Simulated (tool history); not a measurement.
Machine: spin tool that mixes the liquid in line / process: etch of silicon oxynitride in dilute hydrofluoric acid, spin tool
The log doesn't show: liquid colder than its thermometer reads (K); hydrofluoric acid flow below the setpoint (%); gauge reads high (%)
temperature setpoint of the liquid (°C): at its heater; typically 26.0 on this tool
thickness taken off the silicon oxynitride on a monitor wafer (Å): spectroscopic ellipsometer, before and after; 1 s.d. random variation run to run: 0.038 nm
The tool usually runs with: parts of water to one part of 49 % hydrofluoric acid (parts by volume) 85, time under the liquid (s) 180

run	day	temperature setpoint of the liquid (°C)	parts of water to one part of 49 % hydrofluoric acid (parts by volume)	time under the liquid (s)	wafers since the last listed run	hours since the thermometer was replaced	hours since the hydrofluoric acid flow meter was replaced	hours since the gauge calibration	read-back film thickness of the silicon oxynitride reference wafer, read on the same gauge (nm)	thickness taken off the silicon oxynitride on a monitor wafer (Å)
1	0.000	24.5	85	240	0	1479.9	1570.6	735.0	149.995	39.12
2	1.038	26.0	85	180	129	1504.8	1595.5	759.9	150.001	31.21
3	1.762	26.0	85	180	90	1522.2	1612.9	777.3	149.983	31.32
4	2.925	26.0	85	180	145	1550.1	1640.8	805.2	149.994	31.41
5	3.779	26.0	85	180	106	1570.6	1661.3	825.7	149.984	30.80
6	5.325	26.0	85	180	193	1607.7	1698.4	862.8	150.007	31.49
7	6.038	26.0	85	180	89	1624.8	1715.5	879.9	150.009	31.66
8	6.562	26.0	85	180	65	1637.4	1728.1	892.5	150.002	30.85
9	7.508	26.0	85	180	118	1660.1	1750.8	915.2	149.996	30.35
# day 8.092: gauge calibrated
10	8.658	26.0	85	180	143	1687.7	1778.4	13.6	150.006	30.53
11	9.267	26.0	85	180	76	1702.3	1793.0	28.2	149.998	30.62
12	9.946	26.0	70	180	84	1718.6	1809.3	44.5	150.003	38.18
13	11.233	26.0	85	225	160	1749.5	1840.2	75.4	149.996	38.47
14	11.733	27.5	75	285	62	1761.5	1852.2	87.4	149.985	60.27
15	13.129	26.0	100	135	174	1795.0	1885.7	120.9	149.995	19.47
16	14.321	27.5	120	180	149	1823.6	1914.3	149.5	150.000	22.54
17	15.796	22.0	85	180	184	1859.0	1949.7	184.9	149.981	25.05
18	16.946	26.0	85	215	143	1886.6	1977.3	212.5	149.988	36.58
19	18.238	26.0	85	180	161	1917.6	2008.3	243.5	149.995	30.18
20	19.592	29.0	65	265	169	1950.1	2040.8	276.0	149.979	67.56
21	20.150	24.0	50	180	69	1963.5	2054.2	289.4	149.992	48.60
22	21.333	28.0	85	85	147	1991.9	2082.6	317.8	150.004	15.24
23	23.758	26.0	85	180	303	2050.1	2140.8	376.0	150.023	29.99
24	24.979	26.0	85	180	152	2079.4	2170.1	405.3	149.998	30.09
# day 25.321: thermometer replaced
25	26.100	24.5	85	180	134	18.7	2197.0	432.2	149.987	27.98
# day 26.925: hydrofluoric acid flow meter replaced
26	27.150	22.0	95	255	126	43.9	5.4	457.4	149.974	35.88
27	27.829	23.5	120	150	84	60.2	21.7	473.7	149.997	17.96
28	29.112	29.5	85	85	160	91.0	52.5	504.5	149.993	18.93
29	30.112	26.0	75	180	125	115.0	76.5	528.5	150.008	39.67
30	31.238	28.0	75	75	140	142.0	103.5	555.5	150.002	18.16
31	32.696	26.0	85	225	182	177.0	138.5	590.5	150.006	43.25
32	34.100	21.0	120	220	175	210.7	172.2	624.2	149.987	22.63
33	35.504	24.0	100	115	175	244.4	205.9	657.9	150.016	16.58

Below are 4 alternative next runs, each starting from the tool's condition after run 33. Predict each:
A	35.525	26.0	85	180	2	244.9	206.4	658.4	?	?
B	35.525	24.5	105	280	2	244.9	206.4	658.4	?	?
C	35.525	23.0	70	290	2	244.9	206.4	658.4	?	?
D	35.525	24.0	85	90	2	244.9	206.4	658.4	?	?

run	read-back film thickness of the silicon oxynitride reference wafer, read on the same gauge (nm)	thickness taken off the silicon oxynitride on a monitor wafer (Å)
A	149.989	33.47
B	149.989	38.60
C	149.989	57.51
D	149.989	15.23
With the hidden condition removed and each run's random variation left untouched, the same runs would have given:
run	thickness taken off the silicon oxynitride on a monitor wafer (Å)
A	34.21
B	39.46
C	58.76
D	15.56

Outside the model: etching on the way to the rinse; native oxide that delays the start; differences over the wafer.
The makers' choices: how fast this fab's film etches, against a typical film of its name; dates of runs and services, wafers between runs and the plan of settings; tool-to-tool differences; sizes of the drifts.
